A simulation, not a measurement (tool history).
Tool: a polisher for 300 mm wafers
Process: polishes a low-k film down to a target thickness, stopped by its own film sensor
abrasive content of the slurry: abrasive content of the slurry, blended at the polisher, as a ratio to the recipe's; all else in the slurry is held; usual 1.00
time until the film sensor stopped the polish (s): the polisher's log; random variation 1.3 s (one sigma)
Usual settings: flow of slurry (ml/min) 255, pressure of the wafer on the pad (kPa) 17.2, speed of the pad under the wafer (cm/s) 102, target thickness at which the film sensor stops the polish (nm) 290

run	hour	flow of slurry (ml/min)	pressure of the wafer on the pad (kPa)	speed of the pad under the wafer (cm/s)	abrasive content of the slurry	target thickness at which the film sensor stops the polish (nm)	wafers since the last listed run	wafers polished on this pad	hours since the slurry nozzle was cleaned	hours since the head pressure was calibrated	hours since the slurry blender was calibrated	hours since the conditioning disc was replaced	incoming thickness of the incoming film, nm	time until the film sensor stopped the polish (s)
1	0.0	255	15.9	102	1.00	290	0	1625	367.7	426.4	12.2	394.2	339.7	98.9
# hour 21.7: head pressure recalibrated
# hour 43.6: slurry nozzle cleaned
# hour 44.0: conditioning disc replaced and pad reconditioned
2	85.7	255	17.2	102	1.00	290	630	2255	42.1	64.0	97.9	41.7	346.1	108.1
3	126.8	255	17.2	102	1.00	290	314	2570	83.2	105.1	139.0	82.8	340.7	102.5
# hour 141.0: worn pad replaced by a new one
4	179.6	255	17.2	102	0.85	284	373	295	136.0	157.9	191.8	135.6	335.3	113.8
5	230.2	255	17.2	102	0.85	284	387	683	186.6	208.5	242.4	186.2	338.1	117.7
6	269.1	255	17.2	102	1.00	290	298	981	225.5	247.4	281.3	225.1	342.1	108.1
7	311.0	255	17.2	102	1.00	290	321	1302	267.4	289.3	323.2	267.0	342.5	111.2
8	349.2	255	17.2	102	1.00	290	292	1595	305.6	327.5	361.4	305.2	344.8	112.5
9	386.3	195	17.2	102	1.00	290	284	1879	342.7	364.6	398.5	342.3	343.5	117.8
# hour 408.5: conditioning disc replaced and pad reconditioned
# hour 443.1: slurry blender recalibrated
10	446.0	195	17.2	102	1.00	290	426	2306	402.4	424.3	2.9	37.5	334.5	85.6
# hour 447.5: slurry nozzle cleaned
# hour 494.0: head pressure recalibrated
11	494.5	255	17.2	102	0.85	290	348	2655	47.0	0.5	51.4	86.0	339.3	101.0
# hour 560.2: worn pad replaced by a new one
# hour 778.2: conditioning disc replaced and pad reconditioned
12	814.0	255	17.2	102	0.85	290	2402	1928	366.5	320.0	370.9	35.8	344.6	128.3
# hour 856.6: head pressure recalibrated
# hour 882.3: slurry blender recalibrated
# hour 917.9: slurry nozzle cleaned
# hour 941.1: worn pad replaced by a new one
13	1136.1	255	22.8	128	1.25	307	2399	1493	218.2	279.5	253.8	357.9	337.5	36.9
# hour 1166.5: conditioning disc replaced and pad reconditioned
14	1199.6	305	17.2	82	0.90	290	471	1965	281.7	343.0	317.3	33.1	343.0	131.9
# hour 1293.0: worn pad replaced by a new one
# hour 1293.5: head pressure recalibrated
15	1301.7	175	21.4	74	1.00	290	747	62	383.8	8.2	419.4	135.2	339.4	107.4
# hour 1350.2: slurry blender recalibrated
16	1372.5	210	13.1	68	1.00	290	527	589	454.6	79.0	22.3	206.0	344.6	180.3
# hour 1391.3: slurry nozzle cleaned
17	1463.8	255	20.0	86	1.00	290	691	1281	72.5	170.3	113.6	297.3	342.4	98.9
18	1501.6	255	15.2	112	1.10	290	289	1571	110.3	208.1	151.4	335.1	346.3	118.2
19	1600.0	255	22.8	120	1.20	306	753	2325	208.7	306.5	249.8	433.5	338.2	41.3
# hour 1605.2: conditioning disc replaced and pad reconditioned
# hour 1645.1: worn pad replaced by a new one
# hour 1668.6: head pressure recalibrated
20	1675.6	175	21.4	74	1.00	290	517	218	284.3	7.0	325.4	70.4	341.2	110.7
21	1752.7	255	14.5	102	0.75	290	590	809	361.4	84.1	402.5	147.5	338.2	141.3
# hour 1812.9: slurry blender recalibrated
22	1835.0	340	15.2	102	1.00	276	615	1424	443.7	166.4	22.1	229.8	342.9	137.1
# hour 1857.1: slurry nozzle cleaned
23	1896.9	255	17.2	102	1.00	290	466	1890	39.8	228.3	84.0	291.7	340.0	96.8
24	1987.6	255	20.0	134	1.00	290	694	2585	130.5	319.0	174.7	382.4	335.4	66.1
# hour 2009.2: conditioning disc replaced and pad reconditioned
# hour 2011.6: worn pad replaced by a new one
25	2067.9	330	15.2	102	0.80	290	582	431	210.8	399.3	255.0	58.7	335.6	119.2

3 ways to go on from here, each from the tool as it stands after run 25. What would each give?
A	2068.4	255	17.2	102	1.00	290	3	435	211.3	399.8	255.5	59.2	341.0	?
B	2068.4	230	17.2	138	0.80	302	3	435	211.3	399.8	255.5	59.2	341.0	?
C	2068.4	170	11.7	126	1.00	296	3	435	211.3	399.8	255.5	59.2	341.0	?

run	time until the film sensor stopped the polish (s)
A	108.1
B	77.5
C	128.8
Without the tool's hidden state the same runs would have given:
run	time until the film sensor stopped the polish (s)
A	95.6
B	67.6
C	113.9
